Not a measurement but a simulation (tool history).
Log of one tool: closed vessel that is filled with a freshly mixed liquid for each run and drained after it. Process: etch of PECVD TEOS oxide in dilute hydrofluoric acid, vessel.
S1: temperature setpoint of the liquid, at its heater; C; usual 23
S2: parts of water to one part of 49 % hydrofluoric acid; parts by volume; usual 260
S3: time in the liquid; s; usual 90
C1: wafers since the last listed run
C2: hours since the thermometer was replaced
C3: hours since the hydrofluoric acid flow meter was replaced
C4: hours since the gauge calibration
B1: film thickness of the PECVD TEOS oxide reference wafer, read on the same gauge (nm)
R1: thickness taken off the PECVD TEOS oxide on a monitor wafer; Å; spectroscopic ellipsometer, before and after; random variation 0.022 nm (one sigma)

| run | hour | S1 | S2 | S3 | C1 | C2 | C3 | C4 | B1 | R1 |
|---|---|---|---|---|---|---|---|---|---|---|
| 1 | 0 | 23 | 260 | 90 | 0 | 2369.4 | 1795.1 | 51.9 | 70.01 | 64.7 |
| 2 | 9.6 | 23 | 260 | 90 | 669 | 2379 | 1804.7 | 61.5 | 69.99 | 64.2 |
| 3 | 27.2 | 23 | 260 | 90 | 1228 | 2396.6 | 1822.3 | 79.1 | 70.01 | 63.8 |
| 4 | 34.9 | 23 | 260 | 90 | 537 | 2404.3 | 1830 | 86.8 | 69.99 | 64.4 |
| 5 | 42.3 | 23 | 260 | 90 | 516 | 2411.7 | 1837.4 | 94.2 | 70 | 63.8 |
| 6 | 51.4 | 23 | 260 | 90 | 635 | 2420.8 | 1846.5 | 103.3 | 69.98 | 63.9 |
| 7 | 68.9 | 23 | 260 | 90 | 1221 | 2438.3 | 1864 | 120.8 | 70 | 64.1 |
| 8 | 79.4 | 23 | 260 | 90 | 732 | 2448.8 | 1874.5 | 131.3 | 70 | 64.1 |
| 9 | 85.9 | 23 | 295 | 125 | 453 | 2455.3 | 1881 | 137.8 | 70.02 | 75.5 |
| 10 | 100.4 | 23 | 380 | 60 | 1011 | 2469.8 | 1895.5 | 152.3 | 70 | 25.7 |
|  | 101.6 | hydrofluoric acid flow meter replaced |
|  | 102.2 | gauge calibrated |
| 11 | 113.2 | 19.5 | 140 | 90 | 823 | 2482.6 | 11.6 | 11 | 70 | 108.8 |
|  | 119.8 | thermometer replaced |
| 12 | 120.7 | 23 | 260 | 90 | 453 | 0.9 | 19.1 | 18.5 | 70.03 | 57.8 |
|  | 129 | hydrofluoric acid flow meter replaced, repeated, since the last time left the tool worse |
| 13 | 135.3 | 21 | 260 | 90 | 949 | 15.5 | 6.3 | 33.1 | 70.01 | 66.3 |
| 14 | 146.8 | 19.5 | 140 | 90 | 802 | 27 | 17.8 | 44.6 | 70.01 | 131.7 |
| 15 | 159.2 | 21.5 | 200 | 35 | 865 | 39.4 | 30.2 | 57 | 70.01 | 36.3 |
| 16 | 165.6 | 25 | 360 | 110 | 446 | 45.8 | 36.6 | 63.4 | 70.02 | 61.2 |
| 17 | 179.5 | 19 | 260 | 140 | 969 | 59.7 | 50.5 | 77.3 | 69.99 | 95.7 |
| 18 | 191.6 | 23 | 260 | 90 | 844 | 71.8 | 62.6 | 89.4 | 70 | 71.3 |

3 ways to go on from here, each from the tool as it stands after run 18. What would each give?
| A | 192.3 | 23 | 260 | 110 | 48 | 72.5 | 63.3 | 90.1 | ? | ? |
| B | 192.3 | 27 | 205 | 45 | 48 | 72.5 | 63.3 | 90.1 | ? | ? |
| C | 192.3 | 24.5 | 260 | 90 | 48 | 72.5 | 63.3 | 90.1 | ? | ? |

| run | B1 | R1 |
|---|---|---|
| A | 70 | 87 |
| B | 70 | 55.3 |
| C | 70 | 75.1 |
Without the tool's hidden state the same runs would have given:
| run | R1 |
|---|---|
| A | 87.6 |
| B | 55.6 |
| C | 75.6 |

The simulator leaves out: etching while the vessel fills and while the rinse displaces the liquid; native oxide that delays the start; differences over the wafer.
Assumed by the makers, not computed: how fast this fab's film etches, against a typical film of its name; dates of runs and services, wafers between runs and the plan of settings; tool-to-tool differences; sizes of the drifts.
